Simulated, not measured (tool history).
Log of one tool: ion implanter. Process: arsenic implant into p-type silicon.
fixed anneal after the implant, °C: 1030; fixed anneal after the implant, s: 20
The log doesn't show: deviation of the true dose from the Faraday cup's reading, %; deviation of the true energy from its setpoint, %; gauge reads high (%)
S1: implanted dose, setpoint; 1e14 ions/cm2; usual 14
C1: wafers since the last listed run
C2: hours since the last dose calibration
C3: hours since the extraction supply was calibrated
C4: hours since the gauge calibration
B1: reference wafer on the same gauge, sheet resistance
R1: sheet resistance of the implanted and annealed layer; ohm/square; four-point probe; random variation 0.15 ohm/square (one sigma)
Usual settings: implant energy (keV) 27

run 1 day=0 | S1=14 implant_energy_(keV)=27 | C1=0 C2=977.1 C3=4895.2 C4=276.8 | B1=113.03 | R1=104.09
run 2 day=0.612 | S1=14 implant_energy_(keV)=27 | C1=190 C2=991.8 C3=4909.9 C4=291.5 | B1=113.06 | R1=103.65
run 3 day=1.546 | S1=14 implant_energy_(keV)=30 | C1=290 C2=1014.2 C3=4932.3 C4=313.9 | B1=113.01 | R1=101.73
run 4 day=2.971 | S1=14 implant_energy_(keV)=27 | C1=444 C2=1048.4 C3=4966.5 C4=348.1 | B1=112.98 | R1=104.43
run 5 day=4.304 | S1=14 implant_energy_(keV)=27 | C1=415 C2=1080.4 C3=4998.5 C4=380.1 | B1=113.07 | R1=104.47
run 6 day=4.825 | S1=14 implant_energy_(keV)=27 | C1=162 C2=1092.9 C3=5011 C4=392.6 | B1=113.01 | R1=104.49
-- day=5.796 gauge calibrated
run 7 day=6.162 | S1=14 implant_energy_(keV)=27 | C1=416 C2=1125 C3=5043.1 C4=8.8 | B1=112.95 | R1=104.27
run 8 day=7.192 | S1=11.44 implant_energy_(keV)=32 | C1=320 C2=1149.7 C3=5067.8 C4=33.5 | B1=113.01 | R1=113.17
run 9 day=8.067 | S1=11.59 implant_energy_(keV)=34 | C1=272 C2=1170.7 C3=5088.8 C4=54.5 | B1=113.06 | R1=110.81
run 10 day=9.35 | S1=11.44 implant_energy_(keV)=32 | C1=400 C2=1201.5 C3=5119.6 C4=85.3 | B1=112.99 | R1=113.23
-- day=10.121 extraction supply calibrated
run 11 day=10.738 | S1=12.46 implant_energy_(keV)=23.5 | C1=328 C2=1234.8 C3=14.8 C4=118.6 | B1=113.07 | R1=114.57
-- day=11.758 Faraday cup replaced and dose calibrated
run 12 day=12.167 | S1=12.38 implant_energy_(keV)=23.5 | C1=341 C2=9.8 C3=49.1 C4=152.9 | B1=113.06 | R1=113.44
run 13 day=12.671 | S1=14 implant_energy_(keV)=27 | C1=157 C2=21.9 C3=61.2 C4=165 | B1=112.99 | R1=103.51
run 14 day=13.55 | S1=15.54 implant_energy_(keV)=27 | C1=274 C2=43 C3=82.3 C4=186.1 | B1=113.03 | R1=98.69
run 15 day=14.629 | S1=16.53 implant_energy_(keV)=27 | C1=336 C2=68.9 C3=108.2 C4=212 | B1=113.08 | R1=95.98
run 16 day=16.358 | S1=14 implant_energy_(keV)=22 | C1=539 C2=110.4 C3=149.7 C4=253.5 | B1=112.99 | R1=107.78
run 17 day=17.071 | S1=14 implant_energy_(keV)=18 | C1=222 C2=127.5 C3=166.8 C4=270.6 | B1=112.97 | R1=112.11

How the hidden state differs across the entries between the runs, from the last listed run before each to the first after it:
Between runs 6 and 7: gauge calibrated (day 5.796)
  deviation of the true dose from the Faraday cup's reading, %: -2.96 -> -3.15
  measured less the result without the state, R1: +1.51 -> +1.61 ohm/square
Between runs 10 and 11: extraction supply calibrated (day 10.121)
  deviation of the true dose from the Faraday cup's reading, %: -3.65 -> -3.87
  measured less the result without the state, R1: +2.52 -> +2.35 ohm/square
Between runs 11 and 12: Faraday cup replaced and dose calibrated (day 11.758)
  deviation of the true dose from the Faraday cup's reading, %: -3.87 -> -1.11
  measured less the result without the state, R1: +2.35 -> +0.65 ohm/square
